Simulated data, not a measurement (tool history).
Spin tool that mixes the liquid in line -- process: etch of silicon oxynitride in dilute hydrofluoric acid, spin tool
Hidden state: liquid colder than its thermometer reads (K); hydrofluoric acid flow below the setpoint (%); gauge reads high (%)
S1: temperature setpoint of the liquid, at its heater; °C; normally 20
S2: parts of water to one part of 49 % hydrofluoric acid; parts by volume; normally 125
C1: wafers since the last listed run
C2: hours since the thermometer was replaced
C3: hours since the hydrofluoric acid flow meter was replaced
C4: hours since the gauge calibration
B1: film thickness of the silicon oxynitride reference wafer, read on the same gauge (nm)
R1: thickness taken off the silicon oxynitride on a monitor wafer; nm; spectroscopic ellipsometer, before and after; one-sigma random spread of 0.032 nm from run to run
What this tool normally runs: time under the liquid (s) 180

{"run": 1, "hour": 0.0, "S1": 20, "S2": 125, "time under the liquid (s)": 180, "C1": 0, "C2": 1072.9, "C3": 424.8, "C4": 819.3, "B1": 39.974, "R1": 1.678}
{"hour": 33.5, "done": "gauge calibrated"}
{"run": 2, "hour": 104.4, "S1": 20, "S2": 125, "time under the liquid (s)": 180, "C1": 1021, "C2": 1177.3, "C3": 529.2, "C4": 70.9, "B1": 39.981, "R1": 1.63}
{"run": 3, "hour": 194.5, "S1": 20, "S2": 125, "time under the liquid (s)": 180, "C1": 881, "C2": 1267.4, "C3": 619.3, "C4": 161, "B1": 39.999, "R1": 1.578}
{"run": 4, "hour": 286.4, "S1": 20, "S2": 125, "time under the liquid (s)": 180, "C1": 899, "C2": 1359.3, "C3": 711.2, "C4": 252.9, "B1": 40, "R1": 1.577}
{"run": 5, "hour": 339.5, "S1": 20, "S2": 125, "time under the liquid (s)": 180, "C1": 519, "C2": 1412.4, "C3": 764.3, "C4": 306, "B1": 40.014, "R1": 1.562}
{"hour": 488.1, "done": "hydrofluoric acid flow meter replaced"}
{"hour": 543.8, "done": "thermometer replaced"}
{"run": 6, "hour": 594.3, "S1": 20, "S2": 125, "time under the liquid (s)": 180, "C1": 2473, "C2": 50.5, "C3": 106.2, "C4": 560.8, "B1": 40, "R1": 1.731}
{"run": 7, "hour": 680.9, "S1": 20, "S2": 80, "time under the liquid (s)": 180, "C1": 847, "C2": 137.1, "C3": 192.8, "C4": 647.4, "B1": 40.01, "R1": 2.687}
{"run": 8, "hour": 785.3, "S1": 20, "S2": 125, "time under the liquid (s)": 180, "C1": 1021, "C2": 241.5, "C3": 297.2, "C4": 751.8, "B1": 39.985, "R1": 1.586}
{"run": 9, "hour": 821.3, "S1": 20, "S2": 125, "time under the liquid (s)": 180, "C1": 352, "C2": 277.5, "C3": 333.2, "C4": 787.8, "B1": 40.003, "R1": 1.672}
{"hour": 854.6, "done": "gauge calibrated"}
{"run": 10, "hour": 873.2, "S1": 20, "S2": 125, "time under the liquid (s)": 180, "C1": 507, "C2": 329.4, "C3": 385.1, "C4": 18.6, "B1": 39.98, "R1": 1.614}
{"run": 11, "hour": 970.2, "S1": 22.5, "S2": 110, "time under the liquid (s)": 240, "C1": 949, "C2": 426.4, "C3": 482.1, "C4": 115.6, "B1": 39.983, "R1": 2.762}
{"run": 12, "hour": 1076.5, "S1": 20, "S2": 125, "time under the liquid (s)": 180, "C1": 1040, "C2": 532.7, "C3": 588.4, "C4": 221.9, "B1": 40.009, "R1": 1.557}
{"run": 13, "hour": 1146.8, "S1": 20, "S2": 125, "time under the liquid (s)": 180, "C1": 687, "C2": 603, "C3": 658.7, "C4": 292.2, "B1": 40.01, "R1": 1.469}
{"run": 14, "hour": 1185.6, "S1": 23, "S2": 125, "time under the liquid (s)": 75, "C1": 379, "C2": 641.8, "C3": 697.5, "C4": 331, "B1": 40.001, "R1": 0.721}
{"hour": 1202.5, "done": "hydrofluoric acid flow meter replaced"}
{"run": 15, "hour": 1239.8, "S1": 20, "S2": 80, "time under the liquid (s)": 145, "C1": 520, "C2": 696, "C3": 37.3, "C4": 385.2, "B1": 40.012, "R1": 2.228}
{"run": 16, "hour": 1304.4, "S1": 24.5, "S2": 170, "time under the liquid (s)": 180, "C1": 632, "C2": 760.6, "C3": 101.9, "C4": 449.8, "B1": 40.012, "R1": 1.536}
{"run": 17, "hour": 1348.6, "S1": 20, "S2": 125, "time under the liquid (s)": 180, "C1": 432, "C2": 804.8, "C3": 146.1, "C4": 494, "B1": 40.023, "R1": 1.769}
{"run": 18, "hour": 1395.6, "S1": 17, "S2": 65, "time under the liquid (s)": 220, "C1": 459, "C2": 851.8, "C3": 193.1, "C4": 541, "B1": 40, "R1": 3.643}
{"run": 19, "hour": 1482.4, "S1": 20, "S2": 125, "time under the liquid (s)": 125, "C1": 849, "C2": 938.6, "C3": 279.9, "C4": 627.8, "B1": 39.999, "R1": 1.186}

The tool's hidden state at each run:
liquid colder than its thermometer reads (K): 0, the same for each run
gauge reads high (%): 0, the same for each run
H1: hydrofluoric acid flow below the setpoint (%)
run=1 H1=6.44
run=2 H1=7.97
run=3 H1=9.29
run=4 H1=10.6
run=5 H1=11.4
run=6 H1=4.2
run=7 H1=5.46
run=8 H1=6.99
run=9 H1=7.52
run=10 H1=8.28
run=11 H1=9.7
run=12 H1=11.3
run=13 H1=12.3
run=14 H1=12.9
run=15 H1=0.723
run=16 H1=1.67
run=17 H1=2.32
run=18 H1=3
run=19 H1=4.27

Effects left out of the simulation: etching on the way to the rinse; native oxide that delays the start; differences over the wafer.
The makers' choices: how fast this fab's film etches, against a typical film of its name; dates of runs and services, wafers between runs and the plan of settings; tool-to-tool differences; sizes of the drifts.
